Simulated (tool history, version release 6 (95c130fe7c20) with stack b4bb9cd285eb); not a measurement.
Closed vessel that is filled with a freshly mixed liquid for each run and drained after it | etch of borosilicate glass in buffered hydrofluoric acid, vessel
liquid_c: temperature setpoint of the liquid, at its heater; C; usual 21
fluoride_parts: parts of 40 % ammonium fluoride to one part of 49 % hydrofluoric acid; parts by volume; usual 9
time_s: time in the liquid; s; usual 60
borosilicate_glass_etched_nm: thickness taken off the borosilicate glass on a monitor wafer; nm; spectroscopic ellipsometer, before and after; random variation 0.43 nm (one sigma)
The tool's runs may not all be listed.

| run | hour | liquid_c | fluoride_parts | time_s | wafers since the last listed run | hours since the thermometer was replaced | hours since the hydrofluoric acid flow meter was replaced | hours since the gauge calibration | read-back film thickness of the borosilicate glass reference wafer, read on the same gauge (nm) | borosilicate_glass_etched_nm |
|---|---|---|---|---|---|---|---|---|---|---|
| 1 | 0 | 21 | 9 | 75 | 0 | 811.1 | 361.2 | 77.3 | 129.99 | 63.31 |
| 2 | 16.6 | 21 | 9 | 75 | 1395 | 827.7 | 377.8 | 93.9 | 129.99 | 63.27 |
| 3 | 23.7 | 21 | 9 | 75 | 596 | 834.8 | 384.9 | 101 | 129.99 | 62.47 |
|  | 31.1 | gauge calibrated |
| 4 | 41.4 | 19 | 9 | 60 | 1488 | 852.5 | 402.6 | 10.3 | 130.02 | 44.63 |
| 5 | 50 | 21 | 9 | 60 | 722 | 861.1 | 411.2 | 18.9 | 130 | 50.31 |
| 6 | 64.4 | 21 | 9 | 60 | 1210 | 875.5 | 425.6 | 33.3 | 130 | 50.05 |
|  | 80 | hydrofluoric acid flow meter replaced |
| 7 | 81.8 | 21 | 9 | 60 | 1378 | 892.9 | 1.8 | 50.7 | 130.01 | 52.63 |
| 8 | 89.9 | 19 | 9 | 60 | 680 | 901 | 9.9 | 58.8 | 130.01 | 47.3 |
| 9 | 102.6 | 21 | 7 | 80 | 1067 | 913.7 | 22.6 | 71.5 | 130.01 | 92.31 |
| 10 | 115.8 | 18.5 | 9 | 60 | 1109 | 926.9 | 35.8 | 84.7 | 129.99 | 45.61 |
|  | 116.9 | thermometer replaced |
| 11 | 126.1 | 23.5 | 11 | 60 | 781 | 9.2 | 46.1 | 95 | 130.02 | 58.63 |
| 12 | 140.4 | 19 | 9 | 30 | 1202 | 23.5 | 60.4 | 109.3 | 129.99 | 26.86 |
| 13 | 157.5 | 19 | 9 | 60 | 1437 | 40.6 | 77.5 | 126.4 | 130.02 | 52.51 |
|  | 161.8 | gauge calibrated |
| 14 | 175.3 | 17 | 12.5 | 30 | 1496 | 58.4 | 95.3 | 13.5 | 130 | 17.6 |
| 15 | 222.4 | 25 | 10.5 | 60 | 3959 | 105.5 | 142.4 | 60.6 | 130 | 63.63 |

Forecast each of these 3 alternatives for the next run:
| A | 223.1 | 21 | 9 | 60 | 58 | 106.2 | 143.1 | 61.3 | ? | ? |
| B | 223.1 | 21 | 7.5 | 60 | 58 | 106.2 | 143.1 | 61.3 | ? | ? |
| C | 223.1 | 25 | 11 | 40 | 58 | 106.2 | 143.1 | 61.3 | ? | ? |

| run | read-back film thickness of the borosilicate glass reference wafer, read on the same gauge (nm) | borosilicate_glass_etched_nm |
|---|---|---|
| A | 129.99 | 57.52 |
| B | 129.99 | 68.86 |
| C | 129.99 | 39.82 |
Without the tool's hidden state the same runs would have given:
| run | borosilicate_glass_etched_nm |
|---|---|
| A | 60.83 |
| B | 74.41 |
| C | 42.77 |

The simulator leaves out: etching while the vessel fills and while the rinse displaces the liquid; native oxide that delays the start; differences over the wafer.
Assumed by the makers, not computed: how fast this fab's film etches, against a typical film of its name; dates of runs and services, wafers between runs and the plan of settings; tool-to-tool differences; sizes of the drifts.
